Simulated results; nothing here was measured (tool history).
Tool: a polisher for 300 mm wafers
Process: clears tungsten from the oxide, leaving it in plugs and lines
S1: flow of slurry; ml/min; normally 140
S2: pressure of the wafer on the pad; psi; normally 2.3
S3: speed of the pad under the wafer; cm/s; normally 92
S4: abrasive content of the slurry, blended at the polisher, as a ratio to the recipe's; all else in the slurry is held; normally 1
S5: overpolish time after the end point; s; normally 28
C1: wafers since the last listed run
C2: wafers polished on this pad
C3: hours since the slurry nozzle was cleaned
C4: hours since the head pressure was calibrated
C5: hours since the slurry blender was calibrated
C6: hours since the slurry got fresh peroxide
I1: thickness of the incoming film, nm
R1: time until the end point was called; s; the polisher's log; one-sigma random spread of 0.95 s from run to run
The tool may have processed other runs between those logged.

run     day   S1   S2   S3    S4  S5   C1    C2     C3     C4     C5     C6     I1     R1
  1       0  140  2.3   92     1  28    0   931  163.3  141.1  525.9  217.8  280.8     84
        1.1  -- slurry blender recalibrated
  2   2.929  140  2.3   92     1  28  570  1501  233.6  211.4   43.9  288.1  270.7   81.1
  3   4.633  140  2.3   92     1  28  341  1842  274.5  252.3   84.8    329  272.9   83.7
  4   8.758  115  2.3   92     1  28  826  2669  373.5  351.3  183.8    428  271.7   86.3
  5  10.621  140  2.3   92     1  28  373  3042  418.2    396  228.5  472.7  273.7   82.5
  6  14.208  140  2.3   92   1.2  13  718  3761  504.3  482.1  314.6  558.8  273.9   79.5
     14.621  -- slurry tank refilled with fresh slurry and peroxide
  7  17.325  140  2.3   92   0.9  28  616  4377  579.1  556.9  389.4   64.9  271.7   85.7
       19.6  -- worn pad replaced by a new one
     21.129  -- head pressure recalibrated, repeated, since the last time left the tool worse
       21.3  -- slurry nozzle cleaned
  8  21.629  175  2.3   92   0.8  20  803   381    7.9     12  492.7  168.2  275.3   93.5
     23.892  -- slurry blender recalibrated
  9  23.912  140  2.3   92     1  42  440   822   62.7   66.8    0.5    223  275.1   92.3
 10  27.738  140  1.9   92   1.3  28  766  1588  154.5  158.6   92.3  314.8  278.2  105.5
 11  30.196   90  2.3   92     1  28  492  2080  213.5  217.6  151.3  373.8  276.9  105.8
 12  33.104  140  2.3   92     1  28  582  2663  283.3  287.4  221.1  443.6  274.3   93.3
 13  36.025  140  2.3   76   1.3  14  585  3248  353.4  357.5  291.2  513.7  275.3  102.5
     38.017  -- slurry tank refilled with fresh slurry and peroxide
 14  38.742  165  2.3   74   0.7  28  535  3784  418.6  422.7  356.4   17.4  272.8  120.9
 15  41.542  140  2.3   92     1  28  560  4345  485.8  489.9  423.6   84.6  276.2   94.8
     43.329  -- slurry nozzle cleaned
     43.958  -- worn pad replaced by a new one
 16  43.979  140    3   68     1  33  446     4   15.6  548.4  482.1  143.1  273.7   95.1
 17  45.888  140  2.3   92     1  28  382   386   61.4  594.2  527.9  188.9  273.2   93.7
     46.883  -- slurry blender recalibrated
 18  48.783  140  2.3   92     1  28  563   950  130.9  663.7   45.6  258.4  275.6     96
 19  52.146  140  2.3   92     1  28  673  1623  211.6  744.4  126.3  339.1  276.7   97.5
 20  56.592  170  1.9   92     1  45  890  2514  318.3  851.1    233  445.8  273.7  110.4
 21  60.612  140  2.3   92     1  28  805  3319  414.8  947.6  329.5  542.3  274.1   97.9
 22  62.262  170  2.3   92     1  28  330  3650  454.4  987.2  369.1  581.9  274.6   96.8
     62.467  -- slurry tank refilled with fresh slurry and peroxide
     64.562  -- head pressure recalibrated
 23  64.875  140  2.3   92     1  28  498  4148  517.1    7.5  431.8   57.8  278.7   94.3
     67.646  -- slurry nozzle cleaned
 24  67.704  140  2.3   78     1  34  558  4707    1.4   75.4  499.7  125.7  275.8    107
 25  71.462  140  2.9  122  0.85  12  752  5460   91.6  165.6  589.9  215.9  275.5   65.2
     72.933  -- worn pad replaced by a new one
     73.525  -- slurry blender recalibrated
 26  74.804  140  2.3   92  0.75  28  619   358  171.8  245.8   30.7  296.1  274.3  104.1

Branching from run 26: 4 alternative next runs. What would each branch give?
  A  74.825  140  2.3  92    1  28   4  362  172.3  246.3  31.2  296.6  280.3   ?
  B  74.825  140  2.1  92    1  28   4  362  172.3  246.3  31.2  296.6  280.3   ?
  C  74.825  140  2.3  92  0.9  36   4  362  172.3  246.3  31.2  296.6  280.3   ?
  D  74.825  140  1.9  92    1  43   4  362  172.3  246.3  31.2  296.6  280.3   ?

run     R1
  A   99.1
  B  107.5
  C    102
  D  117.3
With the hidden condition removed and each run's random variation left untouched, the same runs would have given:
run     R1
  A   96.7
  B  104.8
  C   99.5
  D  114.5

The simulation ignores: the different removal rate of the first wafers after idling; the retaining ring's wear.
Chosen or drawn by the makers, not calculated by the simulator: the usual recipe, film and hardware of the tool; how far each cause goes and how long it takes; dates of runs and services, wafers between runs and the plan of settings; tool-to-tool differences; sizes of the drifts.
